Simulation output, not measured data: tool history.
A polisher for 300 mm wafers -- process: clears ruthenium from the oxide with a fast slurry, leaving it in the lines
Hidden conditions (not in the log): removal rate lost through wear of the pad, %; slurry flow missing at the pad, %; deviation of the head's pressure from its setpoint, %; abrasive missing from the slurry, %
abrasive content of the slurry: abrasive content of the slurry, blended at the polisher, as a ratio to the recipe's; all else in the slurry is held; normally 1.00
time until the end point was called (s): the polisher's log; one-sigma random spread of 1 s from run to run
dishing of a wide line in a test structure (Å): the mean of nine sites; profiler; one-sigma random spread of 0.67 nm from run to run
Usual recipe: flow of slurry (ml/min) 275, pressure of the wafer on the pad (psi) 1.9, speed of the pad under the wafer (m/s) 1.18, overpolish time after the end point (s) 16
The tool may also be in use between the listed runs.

run   hour  flow of slurry (ml/min)  pressure of the wafer on the pad (psi)  speed of the pad under the wafer (m/s)  abrasive content of the slurry  overpolish time after the end point (s)  wafers since the last listed run  wafers polished on this pad  hours since the slurry nozzle was cleaned  hours since the head pressure was calibrated  hours since the slurry blender was calibrated  incoming thickness of the incoming film, nm  time until the end point was called (s)  dishing of a wide line in a test structure (Å)
  1    0.0                      275                                     1.9                                    1.38                            1.00                                       16                                 0                          873                                      139.6                                         594.5                                          325.3                                        212.3                                     60.2                                             473
      34.3  -- slurry blender recalibrated
      64.4  -- worn pad replaced by a new one
  2   64.9                      275                                     1.9                                    1.18                            1.00                                       16                               416                            3                                      204.5                                         659.4                                           30.6                                        209.0                                     60.5                                             452
      88.0  -- head pressure recalibrated
      99.4  -- slurry nozzle cleaned
  3  103.6                      275                                     1.9                                    1.18                            1.00                                       16                               252                          256                                        4.2                                          15.6                                           69.3                                        210.1                                     69.9                                             439
  4  165.7                      275                                     1.9                                    1.18                            1.00                                       16                               439                          695                                       66.3                                          77.7                                          131.4                                        208.8                                     66.1                                             428
  5  206.0                      275                                     2.1                                    1.18                            1.00                                       16                               285                          980                                      106.6                                         118.0                                          171.7                                        208.6                                     60.4                                             462
  6  257.5                      275                                     2.1                                    1.18                            1.00                                       16                               364                         1344                                      158.1                                         169.5                                          223.2                                        208.2                                     62.0                                             454
     263.2  -- worn pad replaced by a new one
  7  292.0                      275                                     2.1                                    1.18                            1.00                                       16                               215                          203                                      192.6                                         204.0                                          257.7                                        210.4                                     62.9                                             454
     330.8  -- slurry blender recalibrated
  8  351.4                      275                                     1.4                                    1.18                            1.00                                       19                               405                          609                                      252.0                                         263.4                                           20.6                                        209.6                                     89.0                                             399
     382.4  -- slurry nozzle cleaned
  9  422.7                      275                                     1.9                                    1.18                            1.00                                       16                               497                         1106                                       40.3                                         334.7                                           91.9                                        211.1                                     67.5                                             441
 10  465.9                      275                                     1.9                                    1.18                            1.00                                       16                               305                         1412                                       83.5                                         377.9                                          135.1                                        206.7                                     65.9                                             444
     470.3  -- worn pad replaced by a new one
 11  492.0                      275                                     1.9                                    1.18                            1.00                                       16                               156                          153                                      109.6                                         404.0                                          161.2                                        211.9                                     64.9                                             452
 12  546.4                      230                                     1.9                                    1.18                            1.00                                       16                               384                          538                                      164.0                                         458.4                                          215.6                                        212.2                                     68.1                                             435
 13  572.8                      235                                     1.6                                    0.98                            1.00                                       16                               186                          724                                      190.4                                         484.8                                          242.0                                        206.5                                     91.9                                             313
     628.5  -- slurry blender recalibrated
 14  635.1                      370                                     1.6                                    1.04                            1.00                                        7                               426                         1151                                      252.7                                         547.1                                            6.6                                        211.3                                     83.5                                             168
     663.0  -- slurry nozzle cleaned
     673.5  -- worn pad replaced by a new one
 15  702.7                      315                                     2.2                                    1.18                            1.00                                        7                               442                          206                                       39.7                                         614.7                                           74.2                                        210.7                                     53.5                                             254
     724.6  -- head pressure recalibrated
 16  738.4                      275                                     1.9                                    1.18                            1.00                                       16                               238                          444                                       75.4                                          13.8                                          109.9                                        208.6                                     66.6                                             422
 17  771.0                      210                                     2.3                                    1.58                            1.00                                       16                               230                          675                                      108.0                                          46.4                                          142.5                                        209.4                                     43.8                                             622
 18  814.6                      275                                     2.6                                    1.18                            1.00                                       16                               308                          983                                      151.6                                          90.0                                          186.1                                        208.3                                     48.2                                             539
 19  843.5                      275                                     1.9                                    1.18                            0.70                                       16                               204                         1187                                      180.5                                         118.9                                          215.0                                        209.5                                     80.4                                             373
     872.7  -- worn pad replaced by a new one
 20  900.0                      275                                     1.9                                    0.90                            1.00                                       10                               371                          193                                      237.0                                         175.4                                          271.5                                        206.9                                     87.9                                             215
     916.8  -- slurry blender recalibrated
     934.2  -- slurry nozzle cleaned
 21  934.7                      310                                     1.9                                    1.18                            0.75                                       11                               224                          417                                        0.5                                         210.1                                           17.9                                        207.7                                     69.7                                             290

Branching from run 21: 4 alternative next runs. What would each branch give?
  A  935.1                      275                                     1.9                                    1.18                            1.00                                       16                                 2                          420                                        0.9                                         210.5                                           18.3                                        207.3                                        ?                                               ?
  B  935.1                      185                                     1.6                                    1.18                            1.15                                       20                                 2                          420                                        0.9                                         210.5                                           18.3                                        207.3                                        ?                                               ?
  C  935.1                      190                                     1.9                                    1.18                            1.00                                       16                                 2                          420                                        0.9                                         210.5                                           18.3                                        207.3                                        ?                                               ?
  D  935.1                      275                                     1.9                                    1.00                            1.00                                       20                                 2                          420                                        0.9                                         210.5                                           18.3                                        207.3                                        ?                                               ?

run  time until the end point was called (s)  dishing of a wide line in a test structure (Å)
  A                                     63.0                                             455
  B                                     72.5                                             488
  C                                     64.4                                             447
  D                                     73.0                                             486
Stripped of hidden state, with their random variation kept, the same runs would have yielded:
run  time until the end point was called (s)  dishing of a wide line in a test structure (Å)
  A                                     66.4                                             435
  B                                     76.5                                             467
  C                                     67.9                                             427
  D                                     77.0                                             464
